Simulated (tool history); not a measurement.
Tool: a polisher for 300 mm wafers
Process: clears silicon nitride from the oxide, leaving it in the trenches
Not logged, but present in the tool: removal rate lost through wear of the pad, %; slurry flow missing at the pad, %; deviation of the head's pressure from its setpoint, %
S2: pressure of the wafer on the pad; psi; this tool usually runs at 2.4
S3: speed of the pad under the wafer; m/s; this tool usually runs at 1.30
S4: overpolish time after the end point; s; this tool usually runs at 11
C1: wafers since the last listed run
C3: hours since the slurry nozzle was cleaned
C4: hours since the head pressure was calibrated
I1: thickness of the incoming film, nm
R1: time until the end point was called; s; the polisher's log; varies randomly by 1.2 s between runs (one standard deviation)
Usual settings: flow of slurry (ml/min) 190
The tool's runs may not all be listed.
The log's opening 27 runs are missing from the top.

Run 28, hour 2050.6: usual settings but flow of slurry (ml/min) 155, S3 1.10 m/s; C1 353; wafers polished on this pad 930; C3 358.9; C4 624.5; I1 100.1. Result: R1 100.7 s.
At hour 2122.9: head pressure recalibrated.
Run 29, hour 2145.2: usual settings; C1 654; wafers polished on this pad 1585; C3 453.5; C4 22.3; I1 99.8. Result: R1 83.9 s.
Run 30, hour 2233.4: usual settings but S2 3.1 psi; C1 623; wafers polished on this pad 2208; C3 541.7; C4 110.5; I1 100.1. Result: R1 64.9 s.
Run 31, hour 2288.3: usual settings but S4 4 s; C1 388; wafers polished on this pad 2596; C3 596.6; C4 165.4; I1 99.4. Result: R1 84.2 s.
Run 32, hour 2358.5: usual settings but flow of slurry (ml/min) 135, S2 2.2 psi, S3 1.60 m/s, S4 14 s; C1 496; wafers polished on this pad 3093; C3 666.8; C4 235.6; I1 98.9. Result: R1 76.1 s.
Run 33, hour 2453.2: usual settings but flow of slurry (ml/min) 135, S3 0.98 m/s, S4 18 s; C1 669; wafers polished on this pad 3762; C3 761.5; C4 330.3; I1 100.6. Result: R1 115.2 s.
At hour 2464.9: slurry nozzle cleaned.
At hour 2506.6: worn pad replaced by a new one.
Run 34, hour 2507.1: usual settings but S3 1.70 m/s; C1 345; wafers polished on this pad 3; C3 42.2; C4 384.2; I1 100.3. Result: R1 64.4 s.
Run 35, hour 2547.5: usual settings but flow of slurry (ml/min) 235; C1 285; wafers polished on this pad 289; C3 82.6; C4 424.6; I1 99.8. Result: R1 82.2 s.
Run 36, hour 2644.7: usual settings but flow of slurry (ml/min) 210, S3 1.14 m/s, S4 17 s; C1 687; wafers polished on this pad 976; C3 179.8; C4 521.8; I1 99.6. Result: R1 97.4 s.
Run 37, hour 2700.0: usual settings but S2 2.7 psi, S4 5 s; C1 390; wafers polished on this pad 1367; C3 235.1; C4 577.1; I1 100.1. Result: R1 74.8 s.

Forecast each of these 3 alternatives for the next run:
Run A, hour 2700.5: usual settings but S3 0.90 m/s; C1 3; wafers polished on this pad 1370; C3 235.6; C4 577.6; I1 102.0. Result: R1 ?.
Run B, hour 2700.5: usual settings but flow of slurry (ml/min) 155, S4 14 s; C1 3; wafers polished on this pad 1370; C3 235.6; C4 577.6; I1 102.0. Result: R1 ?.
Run C, hour 2700.5: usual settings but flow of slurry (ml/min) 160, S2 2.9 psi, S3 1.66 m/s, S4 5 s; C1 3; wafers polished on this pad 1370; C3 235.6; C4 577.6; I1 102.0. Result: R1 ?.

run     R1
  A  123.1
  B   86.9
  C   56.1
What these runs would have given with no unlogged condition in the tool:
run     R1
  A  123.1
  B   86.9
  C   56.1
